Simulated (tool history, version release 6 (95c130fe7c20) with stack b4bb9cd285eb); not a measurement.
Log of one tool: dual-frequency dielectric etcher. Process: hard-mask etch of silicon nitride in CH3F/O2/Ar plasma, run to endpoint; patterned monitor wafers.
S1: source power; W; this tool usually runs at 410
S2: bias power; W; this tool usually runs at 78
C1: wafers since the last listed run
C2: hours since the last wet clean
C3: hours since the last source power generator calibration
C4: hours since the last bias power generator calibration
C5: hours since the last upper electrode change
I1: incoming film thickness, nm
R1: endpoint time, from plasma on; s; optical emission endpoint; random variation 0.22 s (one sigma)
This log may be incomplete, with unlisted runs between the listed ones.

{"run": 1, "day": 0.0, "S1": 410, "S2": 78, "C1": 0, "C2": 325.7, "C3": 2741.9, "C4": 3853.1, "C5": 4326.6, "I1": 29.08, "R1": 42.2}
{"run": 2, "day": 0.346, "S1": 410, "S2": 78, "C1": 113, "C2": 334.0, "C3": 2750.2, "C4": 3861.4, "C5": 4334.9, "I1": 29.21, "R1": 42.1}
{"run": 3, "day": 1.017, "S1": 410, "S2": 78, "C1": 220, "C2": 350.1, "C3": 2766.3, "C4": 3877.5, "C5": 4351.0, "I1": 29.17, "R1": 41.7}
{"run": 4, "day": 1.438, "S1": 410, "S2": 64, "C1": 138, "C2": 360.2, "C3": 2776.4, "C4": 3887.6, "C5": 4361.1, "I1": 29.15, "R1": 43.9}
{"run": 5, "day": 2.129, "S1": 410, "S2": 64, "C1": 226, "C2": 376.8, "C3": 2793.0, "C4": 3904.2, "C5": 4377.7, "I1": 29.1, "R1": 43.8}
{"run": 6, "day": 2.412, "S1": 410, "S2": 64, "C1": 92, "C2": 383.6, "C3": 2799.8, "C4": 3911.0, "C5": 4384.5, "I1": 29.35, "R1": 43.8}
{"run": 7, "day": 3.154, "S1": 410, "S2": 78, "C1": 243, "C2": 401.4, "C3": 2817.6, "C4": 3928.8, "C5": 4402.3, "I1": 28.93, "R1": 41.3}
{"day": 3.346, "done": "bias power generator calibrated"}
{"run": 8, "day": 3.754, "S1": 410, "S2": 78, "C1": 142, "C2": 415.8, "C3": 2832.0, "C4": 9.8, "C5": 4416.7, "I1": 29.02, "R1": 41.8}
{"run": 9, "day": 4.417, "S1": 410, "S2": 78, "C1": 217, "C2": 431.7, "C3": 2847.9, "C4": 25.7, "C5": 4432.6, "I1": 29.08, "R1": 41.4}
{"run": 10, "day": 4.788, "S1": 410, "S2": 78, "C1": 121, "C2": 440.6, "C3": 2856.8, "C4": 34.6, "C5": 4441.5, "I1": 29.2, "R1": 41.3}
{"run": 11, "day": 5.429, "S1": 410, "S2": 78, "C1": 210, "C2": 456.0, "C3": 2872.2, "C4": 50.0, "C5": 4456.9, "I1": 29.5, "R1": 41.8}
{"day": 6.504, "done": "upper electrode replaced"}
{"day": 6.796, "done": "wet clean of the chamber"}
{"day": 6.808, "done": "source power generator calibrated"}
{"run": 12, "day": 6.829, "S1": 410, "S2": 78, "C1": 30, "C2": 0.8, "C3": 0.5, "C4": 83.6, "C5": 7.8, "I1": 29.07, "R1": 43.1}
{"run": 13, "day": 6.846, "S1": 490, "S2": 95, "C1": 5, "C2": 1.2, "C3": 0.9, "C4": 84.0, "C5": 8.2, "I1": 29.02, "R1": 38.4}
{"run": 14, "day": 6.858, "S1": 440, "S2": 58, "C1": 4, "C2": 1.5, "C3": 1.2, "C4": 84.3, "C5": 8.5, "I1": 29.11, "R1": 44.5}
{"run": 15, "day": 7.104, "S1": 360, "S2": 88, "C1": 80, "C2": 7.4, "C3": 7.1, "C4": 90.2, "C5": 14.4, "I1": 29.19, "R1": 44.3}
{"run": 16, "day": 7.388, "S1": 480, "S2": 62, "C1": 92, "C2": 14.2, "C3": 13.9, "C4": 97.0, "C5": 21.2, "I1": 29.23, "R1": 42.5}
{"run": 17, "day": 7.667, "S1": 410, "S2": 78, "C1": 91, "C2": 20.9, "C3": 20.6, "C4": 103.7, "C5": 27.9, "I1": 29.28, "R1": 43.1}
{"run": 18, "day": 8.058, "S1": 410, "S2": 92, "C1": 128, "C2": 30.3, "C3": 30.0, "C4": 113.1, "C5": 37.3, "I1": 29.11, "R1": 41.3}
{"run": 19, "day": 8.554, "S1": 410, "S2": 78, "C1": 162, "C2": 42.2, "C3": 41.9, "C4": 125.0, "C5": 49.2, "I1": 29.2, "R1": 42.9}
{"run": 20, "day": 8.975, "S1": 410, "S2": 78, "C1": 138, "C2": 52.3, "C3": 52.0, "C4": 135.1, "C5": 59.3, "I1": 29.68, "R1": 43.8}
{"run": 21, "day": 9.45, "S1": 410, "S2": 96, "C1": 155, "C2": 63.7, "C3": 63.4, "C4": 146.5, "C5": 70.7, "I1": 29.22, "R1": 40.7}
{"run": 22, "day": 9.75, "S1": 470, "S2": 60, "C1": 98, "C2": 70.9, "C3": 70.6, "C4": 153.7, "C5": 77.9, "I1": 29.13, "R1": 43.1}
{"run": 23, "day": 10.088, "S1": 500, "S2": 78, "C1": 110, "C2": 79.0, "C3": 78.7, "C4": 161.8, "C5": 86.0, "I1": 29.39, "R1": 39.6}

Entry by entry between the runs, the difference in hidden state between the last listed run before and the first listed run after:
From run 7 to run 8: bias power generator calibrated (day 3.346)
  etch rate over this chamber's usual, %: 4.28 -> 4.43
  measured less the result without the state, R1: -1.8 -> -1.8 s
From run 11 to run 12: upper electrode replaced (day 6.504); wet clean of the chamber (day 6.796); source power generator calibrated (day 6.808)
  etch rate over this chamber's usual, %: 4.85 -> 0.714
  measured less the result without the state, R1: -2.0 -> -0.3 s
